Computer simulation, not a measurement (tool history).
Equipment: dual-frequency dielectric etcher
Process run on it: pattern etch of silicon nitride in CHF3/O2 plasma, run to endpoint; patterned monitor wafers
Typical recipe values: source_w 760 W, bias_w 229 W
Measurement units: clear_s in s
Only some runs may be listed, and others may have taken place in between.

| run | day | source_w | bias_w | wafers since the last listed run | hours since the last wet clean | hours since the last source power generator calibration | hours since the last bias power generator calibration | hours since the last upper electrode change | incoming incoming film thickness, nm | clear_s |
|---|---|---|---|---|---|---|---|---|---|---|
| 1 | 0.000 | 760 | 229 | 0 | 78.7 | 4149.8 | 1426.6 | 4816.1 | 79.4 | 44.1 |
| 2 | 2.850 | 760 | 229 | 801 | 147.1 | 4218.2 | 1495.0 | 4884.5 | 78.5 | 43.5 |
| 3 | 4.225 | 760 | 229 | 386 | 180.1 | 4251.2 | 1528.0 | 4917.5 | 79.9 | 44.0 |
| 4 | 7.029 | 840 | 229 | 789 | 247.4 | 4318.5 | 1595.3 | 4984.8 | 78.4 | 41.4 |
| 5 | 8.925 | 760 | 197 | 533 | 292.9 | 4364.0 | 1640.8 | 5030.3 | 78.9 | 45.5 |
| 6 | 10.108 | 760 | 229 | 332 | 321.3 | 4392.4 | 1669.2 | 5058.7 | 78.5 | 42.8 |
| 7 | 12.396 | 760 | 229 | 643 | 376.2 | 4447.3 | 1724.1 | 5113.6 | 78.8 | 42.6 |
|  | 15.150 | wet clean of the chamber |
| 8 | 15.171 | 760 | 229 | 499 | 0.5 | 4513.9 | 1790.7 | 5180.2 | 79.3 | 43.9 |
| 9 | 16.267 | 760 | 229 | 308 | 26.8 | 4540.2 | 1817.0 | 5206.5 | 79.2 | 43.9 |
| 10 | 17.483 | 760 | 229 | 342 | 56.0 | 4569.4 | 1846.2 | 5235.7 | 78.6 | 43.1 |
| 11 | 19.112 | 760 | 229 | 458 | 95.1 | 4608.5 | 1885.3 | 5274.8 | 79.9 | 44.2 |
| 12 | 21.817 | 760 | 229 | 760 | 160.0 | 4673.4 | 1950.2 | 5339.7 | 79.7 | 44.0 |
| 13 | 24.650 | 880 | 257 | 797 | 228.0 | 4741.4 | 2018.2 | 5407.7 | 79.0 | 39.4 |
|  | 26.025 | upper electrode replaced |
| 14 | 26.046 | 590 | 196 | 111 | 261.5 | 4774.9 | 2051.7 | 0.5 | 79.2 | 49.5 |
| 15 | 28.512 | 920 | 197 | 694 | 320.7 | 4834.1 | 2110.9 | 59.7 | 79.3 | 42.7 |
|  | 29.633 | source power generator calibrated |
|  | 30.738 | bias power generator calibrated |
| 16 | 30.758 | 710 | 273 | 538 | 374.6 | 27.0 | 0.5 | 113.6 | 78.6 | 41.5 |

Expected results for the next run?
| 17 | 31.812 | 590 | 246 | 296 | 399.9 | 52.3 | 25.8 | 138.9 | 78.9 | ? |

{"run 17": {"clear_s": 45.4}}
On a tool with no hidden condition, and with the same random variation, this run would have come out at clear_s 46.9 s.
